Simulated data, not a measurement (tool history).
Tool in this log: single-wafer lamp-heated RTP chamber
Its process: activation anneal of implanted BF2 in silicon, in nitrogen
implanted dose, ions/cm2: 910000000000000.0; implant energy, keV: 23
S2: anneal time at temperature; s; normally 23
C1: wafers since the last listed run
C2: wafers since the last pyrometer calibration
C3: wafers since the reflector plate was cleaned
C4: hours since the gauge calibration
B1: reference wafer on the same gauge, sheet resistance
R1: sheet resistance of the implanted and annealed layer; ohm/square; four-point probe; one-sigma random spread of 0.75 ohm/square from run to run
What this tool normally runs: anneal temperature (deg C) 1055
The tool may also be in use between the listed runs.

run 1 hour=0 | anneal_temperature_(deg_C)=1055 S2=23 | C1=0 C2=2193 C3=5370 C4=375.9 | B1=161.3 | R1=140.95
run 2 hour=56.9 | anneal_temperature_(deg_C)=1055 S2=23 | C1=597 C2=2791 C3=5968 C4=432.8 | B1=161.54 | R1=139.4
run 3 hour=149.3 | anneal_temperature_(deg_C)=1055 S2=23 | C1=970 C2=3761 C3=6939 C4=525.2 | B1=161.86 | R1=139.14
run 4 hour=215.5 | anneal_temperature_(deg_C)=1055 S2=23 | C1=695 C2=4457 C3=7634 C4=591.4 | B1=161.61 | R1=141.71
run 5 hour=278.8 | anneal_temperature_(deg_C)=1055 S2=23 | C1=664 C2=5121 C3=8299 C4=654.7 | B1=162.29 | R1=141.07
run 6 hour=358.8 | anneal_temperature_(deg_C)=1055 S2=23 | C1=840 C2=5962 C3=9139 C4=734.7 | B1=162.62 | R1=141.39
-- hour=381.5 pyrometer window cleaned and pyrometer calibrated
run 7 hour=425.1 | anneal_temperature_(deg_C)=1055 S2=23 | C1=612 C2=457 C3=9752 C4=801 | B1=162.17 | R1=141.36
run 8 hour=523.3 | anneal_temperature_(deg_C)=1039 S2=19 | C1=1031 C2=1489 C3=10783 C4=899.2 | B1=163.1 | R1=151.88
run 9 hour=594.9 | anneal_temperature_(deg_C)=1046 S2=18 | C1=752 C2=2241 C3=11535 C4=970.8 | B1=163.26 | R1=149.46
run 10 hour=661.9 | anneal_temperature_(deg_C)=1045 S2=9 | C1=703 C2=2945 C3=12239 C4=1037.8 | B1=164.16 | R1=158.85
-- hour=732.9 reflector plate cleaned
run 11 hour=755.8 | anneal_temperature_(deg_C)=1065 S2=13 | C1=902 C2=3847 C3=240 C4=1131.7 | B1=164.71 | R1=145.57
run 12 hour=891.6 | anneal_temperature_(deg_C)=1055 S2=23 | C1=1426 C2=5273 C3=1666 C4=1267.5 | B1=165.4 | R1=143.39
-- hour=902.5 gauge calibrated
-- hour=952.5 pyrometer window cleaned and pyrometer calibrated
run 13 hour=1049.1 | anneal_temperature_(deg_C)=1070 S2=10 | C1=1570 C2=1014 C3=3236 C4=146.6 | B1=161.49 | R1=145.22
run 14 hour=1095.2 | anneal_temperature_(deg_C)=1055 S2=23 | C1=484 C2=1499 C3=3721 C4=192.7 | B1=161.46 | R1=140.22
run 15 hour=1199.2 | anneal_temperature_(deg_C)=1031 S2=23 | C1=1092 C2=2591 C3=4813 C4=296.7 | B1=161.06 | R1=151.6

Each row is a separate what-if for the run after 15, all from the same tool condition, not one after another. Results?
run A hour=1199.6 | anneal_temperature_(deg_C)=1055 S2=23 | C1=4 C2=2595 C3=4817 C4=297.1 | B1=? | R1=?
run B hour=1199.6 | anneal_temperature_(deg_C)=1044 S2=12 | C1=4 C2=2595 C3=4817 C4=297.1 | B1=? | R1=?
run C hour=1199.6 | anneal_temperature_(deg_C)=1070 S2=17 | C1=4 C2=2595 C3=4817 C4=297.1 | B1=? | R1=?

run=A B1=161.28 R1=140.11
run=B B1=161.28 R1=153.26
run=C B1=161.28 R1=137.46
Without the tool's unlogged condition, the same runs would have read:
run=A R1=139.86
run=B R1=152.98
run=C R1=137.21

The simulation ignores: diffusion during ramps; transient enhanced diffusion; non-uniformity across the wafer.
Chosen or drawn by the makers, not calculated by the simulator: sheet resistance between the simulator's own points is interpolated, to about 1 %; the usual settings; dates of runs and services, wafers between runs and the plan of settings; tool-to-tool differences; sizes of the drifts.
